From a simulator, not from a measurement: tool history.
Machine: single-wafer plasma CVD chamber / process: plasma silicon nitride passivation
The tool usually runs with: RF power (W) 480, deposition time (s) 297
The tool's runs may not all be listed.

run   hour  RF power (W)  deposition time (s)  wafers since the last listed run  hours since the last RF generator calibration  hours since the showerhead was replaced  hours since the gauge calibration  read-back reference wafer on the same gauge, thickness_nm  mean film thickness on the monitor wafer (angstrom)
  1    0.0           415                  297                                 0                                         1888.3                                   3904.8                               97.3                                                    354.805                                              3739.87
  2   16.3           415                  297                               104                                         1904.6                                   3921.1                              113.6                                                    355.012                                              3731.56
  3   33.1           415                  297                               107                                         1921.4                                   3937.9                              130.4                                                    354.987                                              3723.57
  4   50.0           480                  297                               108                                         1938.3                                   3954.8                              147.3                                                    355.028                                              3967.37
  5   67.5           480                  297                               112                                         1955.8                                   3972.3                              164.8                                                    354.924                                              3972.54
  6   77.7           480                  297                                65                                         1966.0                                   3982.5                              175.0                                                    354.941                                              3970.97
  7   94.6           480                  297                               108                                         1982.9                                   3999.4                              191.9                                                    355.097                                              3965.21
     111.3  -- RF generator calibrated
     111.7  -- showerhead replaced
  8  112.2           480                  297                                59                                            0.9                                      0.5                              209.5                                                    354.720                                              4121.52
  9  120.6           480                  297                                53                                            9.3                                      8.9                              217.9                                                    354.869                                              4119.33
 10  132.8           480                  254                                78                                           21.5                                     21.1                              230.1                                                    354.811                                              3523.55
 11  145.0           480                  254                                78                                           33.7                                     33.3                              242.3                                                    354.830                                              3525.72
 12  159.7           480                  297                                94                                           48.4                                     48.0                              257.0                                                    355.002                                              4109.40
 13  167.7           420                  248                                51                                           56.4                                     56.0                              265.0                                                    354.955                                              3248.00
     170.4  -- gauge calibrated
 14  181.2           410                  319                                86                                           69.9                                     69.5                               10.8                                                    355.047                                              4140.10
 15  191.8           550                  248                                68                                           80.5                                     80.1                               21.4                                                    355.045                                              3625.08
 16  204.8           555                  297                                83                                           93.5                                     93.1                               34.4                                                    355.137                                              4354.31
 17  213.3           480                  297                                54                                          102.0                                    101.6                               42.9                                                    354.941                                              4117.93
 18  223.0           480                  297                                62                                          111.7                                    111.3                               52.6                                                    355.110                                              4117.54
 19  232.9           535                  342                                63                                          121.6                                    121.2                               62.5                                                    355.120                                              4950.49
 20  245.4           400                  273                                80                                          134.1                                    133.7                               75.0                                                    354.976                                              3496.84
 21  253.1           480                  297                                49                                          141.8                                    141.4                               82.7                                                    354.879                                              4112.19
 22  259.6           425                  325                                41                                          148.3                                    147.9                               89.2                                                    355.037                                              4272.18
 23  266.0           570                  238                                41                                          154.7                                    154.3                               95.6                                                    354.809                                              3525.52
 24  272.9           425                  297                                44                                          161.6                                    161.2                              102.5                                                    354.996                                              3903.36

For some of the steps in mean film thickness on the monitor wafer (angstrom) from one run to the next: how much would appear even if the tool had no hidden state, given the settings, what came in and random variation, and how much remains for the hidden state plus any gauge scatter that the measured result and the result without hidden state don't share?
What the log doesn't record here: delivered RF power above the setpoint (%); gauge reads high (%).
Run 3 -> 4: RF power (W) 415 -> 480. mean film thickness on the monitor wafer (angstrom) +243.80: hidden state -11.10, all else +254.90.
Run 7 -> 8: RF generator calibrated, showerhead replaced. mean film thickness on the monitor wafer (angstrom) +156.31: hidden state +155.37, all else +0.94.
Run 13 -> 14: RF power (W) 420 -> 410, deposition time (s) 248 -> 319, gauge calibrated. mean film thickness on the monitor wafer (angstrom) +892.10: hidden state -3.55, all else +895.65.
Run 19 -> 20: RF power (W) 535 -> 400, deposition time (s) 342 -> 273. mean film thickness on the monitor wafer (angstrom) -1453.65: hidden state +5.12, all else -1458.77.

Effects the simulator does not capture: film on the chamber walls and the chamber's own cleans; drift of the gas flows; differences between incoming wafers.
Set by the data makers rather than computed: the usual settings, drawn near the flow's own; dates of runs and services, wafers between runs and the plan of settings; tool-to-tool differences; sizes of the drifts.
